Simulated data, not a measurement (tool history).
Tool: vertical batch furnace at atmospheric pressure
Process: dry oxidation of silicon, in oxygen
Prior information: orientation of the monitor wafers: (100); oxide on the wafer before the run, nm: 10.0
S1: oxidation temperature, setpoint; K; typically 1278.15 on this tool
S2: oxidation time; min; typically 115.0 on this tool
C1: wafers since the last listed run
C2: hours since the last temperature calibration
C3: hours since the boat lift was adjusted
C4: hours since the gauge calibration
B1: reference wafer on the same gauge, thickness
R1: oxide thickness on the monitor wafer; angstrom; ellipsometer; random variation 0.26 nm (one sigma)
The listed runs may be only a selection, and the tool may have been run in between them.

| run | day | S1 | S2 | C1 | C2 | C3 | C4 | B1 | R1 |
|---|---|---|---|---|---|---|---|---|---|
| 1 | 0.000 | 1278.15 | 77.0 | 0 | 3306.8 | 3199.9 | 679.0 | 79.65 | 580.6 |
| 2 | 3.654 | 1278.15 | 77.0 | 1519 | 3394.5 | 3287.6 | 766.7 | 79.76 | 576.0 |
| 3 | 6.346 | 1278.15 | 77.0 | 1119 | 3459.1 | 3352.2 | 831.3 | 79.72 | 579.4 |
| 4 | 8.475 | 1261.15 | 115.0 | 885 | 3510.2 | 3403.3 | 882.4 | 79.73 | 648.8 |
| 5 | 10.583 | 1261.15 | 115.0 | 876 | 3560.8 | 3453.9 | 933.0 | 79.70 | 643.1 |
| 6 | 12.292 | 1271.15 | 115.0 | 710 | 3601.8 | 3494.9 | 974.0 | 79.71 | 707.9 |
| 7 | 15.058 | 1271.15 | 115.0 | 1150 | 3668.2 | 3561.3 | 1040.4 | 79.68 | 703.2 |
| 8 | 19.075 | 1271.15 | 115.0 | 1670 | 3764.6 | 3657.7 | 1136.8 | 79.72 | 705.9 |
| 9 | 22.162 | 1278.15 | 115.0 | 1284 | 3838.7 | 3731.8 | 1210.9 | 79.65 | 752.2 |
| 10 | 25.092 | 1278.15 | 115.0 | 1218 | 3909.0 | 3802.1 | 1281.2 | 79.79 | 755.1 |
|  | 26.929 | boat lift adjusted |
| 11 | 27.842 | 1278.15 | 115.0 | 727 | 3975.0 | 21.9 | 1347.2 | 79.72 | 781.3 |
|  | 30.321 | thermocouples replaced and temperature profile calibrated |
| 12 | 30.342 | 1278.15 | 76.5 | 623 | 0.5 | 81.9 | 1407.2 | 79.71 | 592.3 |
| 13 | 32.629 | 1278.15 | 160.5 | 951 | 55.4 | 136.8 | 1462.1 | 79.66 | 972.1 |
|  | 35.596 | gauge calibrated |
| 14 | 35.854 | 1265.15 | 141.0 | 1341 | 132.8 | 214.2 | 6.2 | 79.71 | 782.2 |
| 15 | 39.275 | 1255.15 | 155.5 | 1422 | 214.9 | 296.3 | 88.3 | 79.60 | 775.3 |
| 16 | 42.692 | 1288.15 | 166.5 | 1421 | 296.9 | 378.3 | 170.3 | 79.67 | 1079.6 |
| 17 | 46.783 | 1263.15 | 81.5 | 1701 | 395.1 | 476.5 | 268.5 | 79.71 | 532.2 |
| 18 | 48.692 | 1286.15 | 132.0 | 793 | 440.9 | 522.3 | 314.3 | 79.70 | 901.2 |
| 19 | 52.017 | 1271.15 | 115.0 | 1383 | 520.7 | 602.1 | 394.1 | 79.67 | 721.0 |
| 20 | 54.292 | 1265.15 | 157.5 | 946 | 575.3 | 656.7 | 448.7 | 79.74 | 843.0 |
| 21 | 57.925 | 1287.15 | 165.5 | 1511 | 662.5 | 743.9 | 535.9 | 79.68 | 1060.2 |
| 22 | 61.083 | 1278.15 | 115.0 | 1313 | 738.3 | 819.7 | 611.7 | 79.73 | 762.8 |
| 23 | 63.438 | 1263.15 | 81.5 | 979 | 794.8 | 876.2 | 668.2 | 79.68 | 530.6 |
| 24 | 64.979 | 1278.15 | 77.0 | 641 | 831.8 | 913.2 | 705.2 | 79.72 | 584.0 |

Predict each of these 4 candidate next runs independently; none follows another, all start after run 24:
| A | 65.196 | 1266.15 | 115.0 | 90 | 837.0 | 918.4 | 710.4 | ? | ? |
| B | 65.196 | 1255.15 | 59.0 | 90 | 837.0 | 918.4 | 710.4 | ? | ? |
| C | 65.196 | 1258.15 | 100.5 | 90 | 837.0 | 918.4 | 710.4 | ? | ? |
| D | 65.196 | 1292.15 | 115.0 | 90 | 837.0 | 918.4 | 710.4 | ? | ? |

| run | B1 | R1 |
|---|---|---|
| A | 79.70 | 684.5 |
| B | 79.70 | 409.0 |
| C | 79.70 | 585.6 |
| D | 79.70 | 868.1 |
Had the tool no hidden state, the same runs would have come out as:
| run | R1 |
|---|---|
| A | 701.5 |
| B | 417.2 |
| C | 598.4 |
| D | 889.4 |
